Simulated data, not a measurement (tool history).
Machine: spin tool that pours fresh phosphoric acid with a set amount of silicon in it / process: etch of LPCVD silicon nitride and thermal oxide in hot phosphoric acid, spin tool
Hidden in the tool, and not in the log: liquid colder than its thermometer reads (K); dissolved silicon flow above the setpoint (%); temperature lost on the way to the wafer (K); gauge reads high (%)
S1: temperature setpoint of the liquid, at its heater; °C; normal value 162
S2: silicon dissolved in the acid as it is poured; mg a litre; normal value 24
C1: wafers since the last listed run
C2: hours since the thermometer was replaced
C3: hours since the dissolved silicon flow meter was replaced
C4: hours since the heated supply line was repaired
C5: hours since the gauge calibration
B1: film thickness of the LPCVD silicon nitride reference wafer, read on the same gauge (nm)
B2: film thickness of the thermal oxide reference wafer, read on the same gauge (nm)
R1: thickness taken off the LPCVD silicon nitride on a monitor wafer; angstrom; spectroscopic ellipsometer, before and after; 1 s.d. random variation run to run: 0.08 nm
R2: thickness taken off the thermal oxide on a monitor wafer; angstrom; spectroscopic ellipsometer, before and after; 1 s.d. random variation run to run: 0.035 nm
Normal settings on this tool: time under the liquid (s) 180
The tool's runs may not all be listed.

{"run": 1, "hour": 0.0, "S1": 162, "S2": 24, "time under the liquid (s)": 180, "C1": 0, "C2": 852.1, "C3": 207, "C4": 517.5, "C5": 328.2, "B1": 130, "B2": 90.012, "R1": 138.4, "R2": 2.76}
{"hour": 31.9, "done": "heated supply line repaired"}
{"run": 2, "hour": 239.5, "S1": 162, "S2": 24, "time under the liquid (s)": 180, "C1": 1909, "C2": 1091.6, "C3": 446.5, "C4": 207.6, "C5": 567.7, "B1": 130.02, "B2": 90, "R1": 137.3, "R2": 3.11}
{"run": 3, "hour": 304.0, "S1": 160.5, "S2": 24, "time under the liquid (s)": 180, "C1": 516, "C2": 1156.1, "C3": 511, "C4": 272.1, "C5": 632.2, "B1": 130, "B2": 90, "R1": 131.5, "R2": 3.24}
{"hour": 325.0, "done": "dissolved silicon flow meter replaced"}
{"run": 4, "hour": 375.6, "S1": 162, "S2": 24, "time under the liquid (s)": 180, "C1": 565, "C2": 1227.7, "C3": 50.6, "C4": 343.7, "C5": 703.8, "B1": 129.98, "B2": 89.955, "R1": 137.1, "R2": 2.73}
{"run": 5, "hour": 472.9, "S1": 163.5, "S2": 24, "time under the liquid (s)": 180, "C1": 778, "C2": 1325, "C3": 147.9, "C4": 441, "C5": 801.1, "B1": 130, "B2": 90.009, "R1": 143.6, "R2": 3.61}
{"run": 6, "hour": 512.4, "S1": 162, "S2": 24, "time under the liquid (s)": 150, "C1": 316, "C2": 1364.5, "C3": 187.4, "C4": 480.5, "C5": 840.6, "B1": 129.99, "B2": 90.022, "R1": 113.2, "R2": 2.92}
{"run": 7, "hour": 585.0, "S1": 162, "S2": 24, "time under the liquid (s)": 150, "C1": 581, "C2": 1437.1, "C3": 260, "C4": 553.1, "C5": 913.2, "B1": 130.01, "B2": 89.987, "R1": 113, "R2": 2.43}
{"run": 8, "hour": 625.4, "S1": 162, "S2": 24, "time under the liquid (s)": 180, "C1": 323, "C2": 1477.5, "C3": 300.4, "C4": 593.5, "C5": 953.6, "B1": 129.99, "B2": 89.987, "R1": 135.7, "R2": 2.68}
{"hour": 663.3, "done": "heated supply line repaired"}
{"run": 9, "hour": 692.3, "S1": 162, "S2": 39.5, "time under the liquid (s)": 255, "C1": 527, "C2": 1544.4, "C3": 367.3, "C4": 29, "C5": 1020.5, "B1": 130.02, "B2": 90.018, "R1": 191.8, "R2": 2.18}
{"run": 10, "hour": 735.4, "S1": 165, "S2": 5.5, "time under the liquid (s)": 145, "C1": 344, "C2": 1587.5, "C3": 410.4, "C4": 72.1, "C5": 1063.6, "B1": 130.02, "B2": 89.967, "R1": 119.5, "R2": 4.77}
{"run": 11, "hour": 787.3, "S1": 164, "S2": 24, "time under the liquid (s)": 180, "C1": 415, "C2": 1639.4, "C3": 462.3, "C4": 124, "C5": 1115.5, "B1": 130.01, "B2": 89.971, "R1": 144, "R2": 3.33}
{"run": 12, "hour": 843.6, "S1": 160, "S2": 24, "time under the liquid (s)": 150, "C1": 450, "C2": 1695.7, "C3": 518.6, "C4": 180.3, "C5": 1171.8, "B1": 130, "B2": 89.995, "R1": 104.8, "R2": 2.43}
{"run": 13, "hour": 923.4, "S1": 163.5, "S2": 35.5, "time under the liquid (s)": 110, "C1": 638, "C2": 1775.5, "C3": 598.4, "C4": 260.1, "C5": 1251.6, "B1": 130, "B2": 90.045, "R1": 85.9, "R2": 1.33}
{"hour": 947.6, "done": "dissolved silicon flow meter replaced"}
{"run": 14, "hour": 1014.4, "S1": 163, "S2": 12, "time under the liquid (s)": 225, "C1": 720, "C2": 1866.5, "C3": 66.8, "C4": 351.1, "C5": 1342.6, "B1": 130.01, "B2": 89.964, "R1": 172.6, "R2": 5.88}
{"run": 15, "hour": 1121.2, "S1": 162, "S2": 24, "time under the liquid (s)": 110, "C1": 854, "C2": 1973.3, "C3": 173.6, "C4": 457.9, "C5": 1449.4, "B1": 130, "B2": 89.953, "R1": 81, "R2": 1.87}
{"hour": 1221.8, "done": "thermometer replaced"}
{"run": 16, "hour": 1226.1, "S1": 159, "S2": 24, "time under the liquid (s)": 140, "C1": 831, "C2": 4.3, "C3": 278.5, "C4": 562.8, "C5": 1554.3, "B1": 129.98, "B2": 89.985, "R1": 101.2, "R2": 2.35}
{"hour": 1264.9, "done": "gauge calibrated"}
{"run": 17, "hour": 1296.8, "S1": 162, "S2": 24, "time under the liquid (s)": 180, "C1": 565, "C2": 75, "C3": 349.2, "C4": 633.5, "C5": 31.9, "B1": 130.02, "B2": 89.971, "R1": 143.1, "R2": 3.86}
{"hour": 1341.4, "done": "heated supply line repaired"}
{"run": 18, "hour": 1372.0, "S1": 162, "S2": 24, "time under the liquid (s)": 150, "C1": 593, "C2": 150.2, "C3": 424.4, "C4": 30.6, "C5": 107.1, "B1": 130, "B2": 89.996, "R1": 118.7, "R2": 2.13}
{"run": 19, "hour": 1424.3, "S1": 159, "S2": 13.5, "time under the liquid (s)": 105, "C1": 418, "C2": 202.5, "C3": 476.7, "C4": 82.9, "C5": 159.4, "B1": 130.01, "B2": 89.995, "R1": 75.4, "R2": 1.95}
{"run": 20, "hour": 1503.3, "S1": 162, "S2": 24, "time under the liquid (s)": 180, "C1": 632, "C2": 281.5, "C3": 555.7, "C4": 161.9, "C5": 238.4, "B1": 130, "B2": 90.017, "R1": 142.8, "R2": 3.2}
{"run": 21, "hour": 1599.5, "S1": 163.5, "S2": 8, "time under the liquid (s)": 75, "C1": 770, "C2": 377.7, "C3": 651.9, "C4": 258.1, "C5": 334.6, "B1": 130.01, "B2": 89.997, "R1": 62.6, "R2": 2.42}
{"hour": 1642.4, "done": "dissolved silicon flow meter replaced"}
{"run": 22, "hour": 1842.7, "S1": 159, "S2": 43, "time under the liquid (s)": 180, "C1": 1938, "C2": 620.9, "C3": 200.3, "C4": 501.3, "C5": 577.8, "B1": 130.02, "B2": 89.992, "R1": 127.4, "R2": 0.95}

Table of differences, measured result less the result of that run with no hidden state. Run-to-run variation is the same in both. Gauge scatter possibly is not:
run=1 R1=-5.7 R2=-0.25
run=2 R1=-6.8 R2=-0.34
run=3 R1=-6.8 R2=-0.38
run=4 R1=-7.4 R2=-0.34
run=5 R1=-8.2 R2=-0.47
run=6 R1=-6.6 R2=-0.39
run=7 R1=-6.9 R2=-0.35
run=8 R1=-8.5 R2=-0.38
run=9 R1=-12.5 R2=-0.32
run=10 R1=-7.8 R2=-0.72
run=11 R1=-9.8 R2=-0.52
run=12 R1=-7.4 R2=-0.4
run=13 R1=-6.2 R2=-0.22
run=14 R1=-13.2 R2=-1.03
run=15 R1=-6.5 R2=-0.35
run=16 R1=-0.1 R2=+0
run=17 R1=-0.3 R2=-0.02
run=18 R1=-0.6 R2=-0.02
run=19 R1=-0.6 R2=-0.03
run=20 R1=-1.4 R2=-0.07
run=21 R1=-0.8 R2=-0.07
run=22 R1=-2.8 R2=-0.05

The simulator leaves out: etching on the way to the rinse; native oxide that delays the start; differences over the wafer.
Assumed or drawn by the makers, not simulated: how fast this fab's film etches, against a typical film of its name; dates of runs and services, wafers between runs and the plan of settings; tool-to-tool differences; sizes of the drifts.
